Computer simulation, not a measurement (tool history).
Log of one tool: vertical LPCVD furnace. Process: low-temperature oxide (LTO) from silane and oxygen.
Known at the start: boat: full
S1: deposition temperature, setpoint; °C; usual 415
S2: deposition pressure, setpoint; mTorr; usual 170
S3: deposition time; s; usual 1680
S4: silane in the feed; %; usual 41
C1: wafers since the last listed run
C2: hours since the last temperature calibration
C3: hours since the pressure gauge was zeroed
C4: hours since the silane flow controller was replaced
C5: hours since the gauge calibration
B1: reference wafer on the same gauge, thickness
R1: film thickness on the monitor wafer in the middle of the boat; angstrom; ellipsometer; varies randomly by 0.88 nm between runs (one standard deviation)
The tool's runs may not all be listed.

run	hour	S1	S2	S3	S4	C1	C2	C3	C4	C5	B1	R1
1	0.0	415	170	1680	41	0	608.1	436.7	5463.4	763.9	270.37	2421.1
2	38.5	415	170	1680	41	775	646.6	475.2	5501.9	802.4	269.90	2439.5
3	223.1	415	170	1680	41	3720	831.2	659.8	5686.5	987.0	270.11	2435.8
4	250.9	415	170	1680	41	560	859.0	687.6	5714.3	1014.8	269.98	2434.1
5	306.6	410	170	1860	41	1122	914.7	743.3	5770.0	1070.5	270.31	2540.6
6	337.8	410	170	1860	41	628	945.9	774.5	5801.2	1101.7	270.30	2542.8
7	490.5	410	170	1860	41	3077	1098.6	927.2	5953.9	1254.4	269.93	2562.2
# hour 542.4: gauge calibrated
8	553.5	415	170	1680	41	1269	1161.6	990.2	6016.9	11.1	269.51	2453.0
9	613.2	415	170	1980	41	1203	1221.3	1049.9	6076.6	70.8	270.04	2892.6
10	660.2	415	170	1980	41	947	1268.3	1096.9	6123.6	117.8	270.07	2887.4
11	728.0	415	170	1680	46	1366	1336.1	1164.7	6191.4	185.6	269.98	2757.1
# hour 879.1: thermocouples replaced and temperature profile calibrated
12	897.6	409	170	1680	41	2934	18.5	1334.3	6361.0	355.2	269.87	2334.4
13	935.4	422	185	1680	41	761	56.3	1372.1	6398.8	393.0	270.18	2882.4
14	980.3	406	170	1110	45	904	101.2	1417.0	6443.7	437.9	270.32	1639.6
# hour 1009.0: silane flow controller replaced
15	1045.9	404	170	1500	38	838	166.8	1482.6	36.9	503.5	270.06	1810.1
# hour 1081.1: pressure gauge zeroed
16	1081.6	404	200	1320	33	235	202.5	0.5	72.6	539.2	269.83	1492.9
17	1155.1	415	170	1680	41	1481	276.0	74.0	146.1	612.7	269.81	2401.4
18	1185.8	415	170	1680	41	618	306.7	104.7	176.8	643.4	269.74	2401.8
19	1242.5	415	205	1230	34	1142	363.4	161.4	233.5	700.1	269.60	1675.9
20	1307.8	415	170	1680	41	1316	428.7	226.7	298.8	765.4	269.80	2374.1
21	1379.7	415	185	2010	41	1449	500.6	298.6	370.7	837.3	270.16	3122.6
22	1427.2	415	170	2280	41	957	548.1	346.1	418.2	884.8	270.10	3251.3

Here are 3 independent what-if runs from the current tool condition. What would each one return?
A	1431.6	415	170	1680	41	88	552.5	350.5	422.6	889.2	?	?
B	1431.6	411	200	2220	38	88	552.5	350.5	422.6	889.2	?	?
C	1431.6	415	170	1680	34	88	552.5	350.5	422.6	889.2	?	?

run	B1	R1
A	269.89	2395.9
B	269.89	3271.8
C	269.89	1906.9
What these runs would have given with no unlogged condition in the tool:
run	R1
A	2408.5
B	3286.4
C	1917.0
